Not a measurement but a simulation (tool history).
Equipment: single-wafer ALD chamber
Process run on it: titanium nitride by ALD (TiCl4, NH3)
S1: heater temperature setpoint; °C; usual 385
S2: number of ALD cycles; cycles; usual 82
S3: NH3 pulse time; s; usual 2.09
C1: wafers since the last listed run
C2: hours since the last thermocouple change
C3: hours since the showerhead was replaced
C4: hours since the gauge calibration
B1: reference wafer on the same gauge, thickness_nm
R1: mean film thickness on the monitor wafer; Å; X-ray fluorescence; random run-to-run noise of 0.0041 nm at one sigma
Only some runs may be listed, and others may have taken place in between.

run,hour,S1,S2,S3,C1,C2,C3,C4,B1,R1
1,0.0,379,82,1.86,0,916.4,5322.8,450.4,1.778,15.86
2,196.3,385,95,2.09,497,1112.7,5519.1,646.7,1.771,18.56
3,243.5,385,95,2.09,119,1159.9,5566.3,693.9,1.769,18.57
4,285.5,385,95,2.09,106,1201.9,5608.3,735.9,1.768,18.54
5,314.7,385,82,2.09,74,1231.1,5637.5,765.1,1.769,16.01
6,339.8,385,82,2.09,63,1256.2,5662.6,790.2,1.768,16.02
7,399.1,385,82,2.54,150,1315.5,5721.9,849.5,1.766,16.15
8,432.9,385,82,2.54,85,1349.3,5755.7,883.3,1.766,16.09
9,463.5,385,82,2.51,77,1379.9,5786.3,913.9,1.767,16.14
10,523.9,385,82,2.51,153,1440.3,5846.7,974.3,1.764,16.14
# hour 562.5: thermocouple changed; heater temperature recalibrated
11,569.5,393,91,1.39,95,7.0,5892.3,1019.9,1.765,17.38
12,595.4,385,82,2.09,65,32.9,5918.2,1045.8,1.764,15.94
13,627.9,385,75,2.09,82,65.4,5950.7,1078.3,1.764,14.66
# hour 701.4: showerhead replaced
14,719.4,385,74,2.47,211,156.9,18.0,1169.8,1.763,14.53
# hour 725.3: gauge calibrated
15,754.3,378,77,1.83,88,191.8,52.9,29.0,1.811,15.15
16,780.0,385,88,2.09,65,217.5,78.6,54.7,1.809,17.61
17,844.8,385,82,2.09,164,282.3,143.4,119.5,1.800,16.31
18,885.2,385,88,2.09,102,322.7,183.8,159.9,1.797,17.37
19,944.9,385,82,2.09,151,382.4,243.5,219.6,1.791,16.19
20,997.5,394,82,2.09,133,435.0,296.1,272.2,1.788,16.28

For each entry between runs, how does the tool's hidden state at the last listed run before it compare with that at the first listed run after it?
Runs 10 to 11: thermocouple changed; heater temperature recalibrated (hour 562.5)
  gauge reads high (%): -3.01 -> -3.03
  measured minus no-state result, R1: -0.50 -> -0.54 Å
Runs 13 to 14: showerhead replaced (hour 701.4)
  gauge reads high (%): -3.06 -> -3.1
  measured minus no-state result, R1: -0.47 -> -0.46 Å
Runs 14 to 15: gauge calibrated (hour 725.3)
  gauge reads high (%): -3.1 -> -0.471
  measured minus no-state result, R1: -0.46 -> -0.07 Å
